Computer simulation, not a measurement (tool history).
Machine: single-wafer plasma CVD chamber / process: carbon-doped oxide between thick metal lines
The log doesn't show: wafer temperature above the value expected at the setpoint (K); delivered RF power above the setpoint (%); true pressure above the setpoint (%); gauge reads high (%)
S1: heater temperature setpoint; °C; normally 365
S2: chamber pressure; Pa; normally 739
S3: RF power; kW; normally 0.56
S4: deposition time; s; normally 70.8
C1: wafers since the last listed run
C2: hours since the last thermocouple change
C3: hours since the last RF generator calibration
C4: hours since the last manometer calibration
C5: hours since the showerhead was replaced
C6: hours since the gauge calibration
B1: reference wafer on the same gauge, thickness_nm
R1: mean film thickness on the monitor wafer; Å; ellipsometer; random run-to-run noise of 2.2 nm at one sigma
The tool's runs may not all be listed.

run,day,S1,S2,S3,S4,C1,C2,C3,C4,C5,C6,B1,R1
1,0,376,739,0.56,70.8,0,1722.6,254.1,1671.3,2581.3,599.4,344.359,3655.22
# day 5.542: gauge calibrated
2,12.658,376,739,0.56,70.8,5200,2026.4,557.9,1975.1,2885.1,170.8,344.09,3659.51
3,14.512,376,739,0.56,70.8,761,2070.9,602.4,2019.6,2929.6,215.3,344.029,3656.38
4,18.021,365,739,0.56,70.8,1441,2155.1,686.6,2103.8,3013.8,299.5,344.102,3791.39
5,19.8,365,739,0.56,70.8,730,2197.8,729.3,2146.5,3056.5,342.2,343.566,3714.88
6,21.688,365,739,0.56,79.5,775,2243.1,774.6,2191.8,3101.8,387.5,343.842,4235.18
7,23.929,365,739,0.56,79.5,920,2296.9,828.4,2245.6,3155.6,441.3,343.803,4228.86
8,26.279,351,593,0.505,79.7,965,2353.3,884.8,2302,3212,497.7,344.021,4072.01
# day 30.846: thermocouple changed; heater temperature recalibrated
9,30.867,365,917,0.56,78.8,1747,0.5,994.9,2412.1,3322.1,607.8,344,4278.28
10,32.221,365,663,0.6,70.8,556,33,1027.4,2444.6,3354.6,640.3,343.935,3784.32
# day 34.15: gauge calibrated
11,36.233,365,739,0.66,70.8,1648,129.3,1123.7,2540.9,3450.9,50,343.902,4002.16
# day 36.967: RF generator calibrated
# day 37.388: capacitance manometer re-zeroed and calibrated
# day 38.879: showerhead replaced
12,40.512,361,739,0.525,70.8,1347,232,85.1,75,39.2,152.7,343.852,3708.76
13,42.462,365,739,0.56,70.8,801,278.8,131.9,121.8,86,199.5,344.375,3765.19
14,46.85,373,629,0.67,83,1802,384.1,237.2,227.1,191.3,304.8,343.94,4441.82
15,50.838,365,739,0.56,70.8,1638,479.8,332.9,322.8,287,400.5,343.314,3730.26

Each row is a separate what-if for the run after 15, all from the same tool condition, not one after another. Results?
A,50.854,372,739,0.56,70.8,6,480.2,333.3,323.2,287.4,400.9,?,?
B,50.854,377,739,0.61,70.8,6,480.2,333.3,323.2,287.4,400.9,?,?
C,50.854,365,739,0.56,59.1,6,480.2,333.3,323.2,287.4,400.9,?,?
D,50.854,365,800,0.47,58,6,480.2,333.3,323.2,287.4,400.9,?,?
E,50.854,365,739,0.56,59.3,6,480.2,333.3,323.2,287.4,400.9,?,?

run,B1,R1
A,343.739,3719.06
B,343.739,3789.92
C,343.739,3162.03
D,343.739,2952.73
E,343.739,3172.63
Stripped of hidden state, with their random variation kept, the same runs would have yielded:
run,R1
A,3719.06
B,3789.92
C,3162.03
D,2952.73
E,3172.63
